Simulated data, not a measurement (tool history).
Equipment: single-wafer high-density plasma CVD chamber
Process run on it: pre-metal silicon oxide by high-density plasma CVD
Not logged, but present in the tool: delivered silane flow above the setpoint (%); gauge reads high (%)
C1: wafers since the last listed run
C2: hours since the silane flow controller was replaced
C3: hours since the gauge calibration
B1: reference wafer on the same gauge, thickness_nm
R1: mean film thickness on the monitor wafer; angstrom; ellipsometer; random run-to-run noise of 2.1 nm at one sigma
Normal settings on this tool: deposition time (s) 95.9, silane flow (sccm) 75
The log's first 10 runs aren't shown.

{"hour": 244.7, "done": "gauge calibrated"}
{"run": 11, "hour": 246.4, "deposition time (s)": 100.9, "silane flow (sccm)": 75, "C1": 354, "C2": 3899.3, "C3": 1.7, "B1": 722.213, "R1": 7052.19}
{"run": 12, "hour": 264.1, "deposition time (s)": 95.9, "silane flow (sccm)": 85, "C1": 354, "C2": 3917.0, "C3": 19.4, "B1": 721.779, "R1": 7618.33}
{"run": 13, "hour": 284.7, "deposition time (s)": 95.9, "silane flow (sccm)": 67, "C1": 412, "C2": 3937.6, "C3": 40.0, "B1": 721.782, "R1": 5987.24}
{"run": 14, "hour": 310.3, "deposition time (s)": 95.9, "silane flow (sccm)": 67, "C1": 512, "C2": 3963.2, "C3": 65.6, "B1": 721.928, "R1": 5992.36}
{"run": 15, "hour": 324.3, "deposition time (s)": 95.9, "silane flow (sccm)": 67, "C1": 280, "C2": 3977.2, "C3": 79.6, "B1": 722.385, "R1": 6001.08}
{"hour": 355.1, "done": "silane flow controller replaced"}
{"run": 16, "hour": 358.1, "deposition time (s)": 95.9, "silane flow (sccm)": 84, "C1": 516, "C2": 3.0, "C3": 113.4, "B1": 722.187, "R1": 8203.76}
{"run": 17, "hour": 376.4, "deposition time (s)": 100.5, "silane flow (sccm)": 75, "C1": 366, "C2": 21.3, "C3": 131.7, "B1": 721.632, "R1": 7645.96}
{"run": 18, "hour": 423.4, "deposition time (s)": 95.9, "silane flow (sccm)": 75, "C1": 941, "C2": 68.3, "C3": 178.7, "B1": 722.414, "R1": 7318.5}
{"run": 19, "hour": 444.0, "deposition time (s)": 107.2, "silane flow (sccm)": 70, "C1": 412, "C2": 88.9, "C3": 199.3, "B1": 722.212, "R1": 7639.84}
{"run": 20, "hour": 456.8, "deposition time (s)": 102.3, "silane flow (sccm)": 62, "C1": 256, "C2": 101.7, "C3": 212.1, "B1": 721.982, "R1": 6448.46}
{"run": 21, "hour": 474.8, "deposition time (s)": 95.9, "silane flow (sccm)": 67, "C1": 360, "C2": 119.7, "C3": 230.1, "B1": 722.069, "R1": 6545.76}
{"run": 22, "hour": 508.2, "deposition time (s)": 85.6, "silane flow (sccm)": 63, "C1": 668, "C2": 153.1, "C3": 263.5, "B1": 722.162, "R1": 5486.49}
{"run": 23, "hour": 541.3, "deposition time (s)": 95.9, "silane flow (sccm)": 62, "C1": 662, "C2": 186.2, "C3": 296.6, "B1": 721.622, "R1": 6040.28}
{"run": 24, "hour": 555.7, "deposition time (s)": 95.9, "silane flow (sccm)": 75, "C1": 288, "C2": 200.6, "C3": 311.0, "B1": 721.899, "R1": 7325.3}
{"run": 25, "hour": 627.5, "deposition time (s)": 84.1, "silane flow (sccm)": 85, "C1": 1438, "C2": 272.4, "C3": 382.8, "B1": 722.241, "R1": 7299.28}

What will run 26 give?
{"run": 26, "hour": 654.1, "deposition time (s)": 95.9, "silane flow (sccm)": 83, "C1": 532, "C2": 299.0, "C3": 409.4, "B1": "?", "R1": "?"}

{"run 26": {"B1": 721.653, "R1": 8111.62}}
Take away the tool's hidden state, keep the run-to-run variation as it was, and the same run would have given R1 8065.64 angstrom.
